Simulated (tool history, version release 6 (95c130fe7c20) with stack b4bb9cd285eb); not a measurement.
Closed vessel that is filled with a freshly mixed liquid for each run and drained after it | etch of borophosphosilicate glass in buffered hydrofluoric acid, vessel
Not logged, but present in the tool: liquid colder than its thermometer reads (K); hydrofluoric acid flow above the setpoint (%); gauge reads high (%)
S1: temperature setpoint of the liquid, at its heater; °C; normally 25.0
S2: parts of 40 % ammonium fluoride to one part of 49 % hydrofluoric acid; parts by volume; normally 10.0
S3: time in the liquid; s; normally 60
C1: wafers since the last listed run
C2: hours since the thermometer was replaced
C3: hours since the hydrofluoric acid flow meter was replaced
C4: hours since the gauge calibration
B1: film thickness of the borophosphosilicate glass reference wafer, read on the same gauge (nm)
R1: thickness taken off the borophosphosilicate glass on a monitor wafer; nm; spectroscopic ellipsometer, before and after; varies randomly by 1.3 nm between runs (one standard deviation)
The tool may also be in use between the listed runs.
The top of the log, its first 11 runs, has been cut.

run 12 hour=131.8 | S1=25.0 S2=10.0 S3=45 | C1=1717 C2=799.1 C3=1504.8 C4=83.7 | B1=80.01 | R1=141.43
run 13 hour=145.8 | S1=25.0 S2=10.0 S3=45 | C1=1681 C2=813.1 C3=1518.8 C4=97.7 | B1=79.96 | R1=141.32
-- hour=149.2 hydrofluoric acid flow meter replaced
run 14 hour=157.8 | S1=25.0 S2=10.0 S3=45 | C1=1321 C2=825.1 C3=8.6 C4=109.7 | B1=79.97 | R1=140.42
run 15 hour=168.7 | S1=27.5 S2=10.0 S3=60 | C1=1309 C2=836.0 C3=19.5 C4=120.6 | B1=80.02 | R1=213.72
run 16 hour=175.1 | S1=22.5 S2=8.0 S3=60 | C1=768 C2=842.4 C3=25.9 C4=127.0 | B1=79.99 | R1=197.32
run 17 hour=187.6 | S1=25.0 S2=10.0 S3=60 | C1=1501 C2=854.9 C3=38.4 C4=139.5 | B1=79.98 | R1=184.32
run 18 hour=198.4 | S1=25.0 S2=13.5 S3=30 | C1=1297 C2=865.7 C3=49.2 C4=150.3 | B1=79.98 | R1=69.52
run 19 hour=215.0 | S1=20.5 S2=6.0 S3=75 | C1=1993 C2=882.3 C3=65.8 C4=166.9 | B1=80.04 | R1=290.39
run 20 hour=223.4 | S1=29.0 S2=10.0 S3=40 | C1=1008 C2=890.7 C3=74.2 C4=175.3 | B1=79.95 | R1=151.09
-- hour=236.0 gauge calibrated
run 21 hour=240.7 | S1=22.0 S2=6.0 S3=70 | C1=2077 C2=908.0 C3=91.5 C4=4.7 | B1=80.00 | R1=299.68
-- hour=246.8 thermometer replaced
run 22 hour=257.9 | S1=25.0 S2=10.0 S3=60 | C1=1945 C2=11.1 C3=108.7 C4=21.9 | B1=80.00 | R1=212.60
run 23 hour=269.5 | S1=22.0 S2=10.0 S3=60 | C1=1393 C2=22.7 C3=120.3 C4=33.5 | B1=79.98 | R1=181.35
run 24 hour=282.8 | S1=27.0 S2=7.0 S3=30 | C1=1597 C2=36.0 C3=133.6 C4=46.8 | B1=80.03 | R1=166.57
run 25 hour=298.6 | S1=25.0 S2=10.0 S3=60 | C1=1897 C2=51.8 C3=149.4 C4=62.6 | B1=79.99 | R1=213.49
run 26 hour=306.5 | S1=28.5 S2=10.0 S3=60 | C1=948 C2=59.7 C3=157.3 C4=70.5 | B1=80.02 | R1=254.27
run 27 hour=319.2 | S1=25.0 S2=10.0 S3=85 | C1=1525 C2=72.4 C3=170.0 C4=83.2 | B1=80.04 | R1=300.01
run 28 hour=328.1 | S1=29.0 S2=8.0 S3=60 | C1=1068 C2=81.3 C3=178.9 C4=92.1 | B1=79.99 | R1=316.21
run 29 hour=355.5 | S1=25.0 S2=10.0 S3=60 | C1=3290 C2=108.7 C3=206.3 C4=119.5 | B1=79.98 | R1=211.18
run 30 hour=369.3 | S1=29.5 S2=11.5 S3=70 | C1=1657 C2=122.5 C3=220.1 C4=133.3 | B1=79.99 | R1=270.01
run 31 hour=379.1 | S1=29.0 S2=10.0 S3=60 | C1=1176 C2=132.3 C3=229.9 C4=143.1 | B1=79.99 | R1=257.98

Below are 3 alternative next runs, each starting from the tool's condition after run 31. Predict each:
run A hour=379.8 | S1=25.0 S2=10.0 S3=60 | C1=84 C2=133.0 C3=230.6 C4=143.8 | B1=? | R1=?
run B hour=379.8 | S1=22.5 S2=13.5 S3=85 | C1=84 C2=133.0 C3=230.6 C4=143.8 | B1=? | R1=?
run C hour=379.8 | S1=22.5 S2=10.0 S3=60 | C1=84 C2=133.0 C3=230.6 C4=143.8 | B1=? | R1=?

run=A B1=80.00 R1=210.08
run=B B1=80.00 R1=193.51
run=C B1=80.00 R1=183.49
Without the tool's unlogged condition, the same runs would have read:
run=A R1=214.52
run=B R1=197.68
run=C R1=187.43

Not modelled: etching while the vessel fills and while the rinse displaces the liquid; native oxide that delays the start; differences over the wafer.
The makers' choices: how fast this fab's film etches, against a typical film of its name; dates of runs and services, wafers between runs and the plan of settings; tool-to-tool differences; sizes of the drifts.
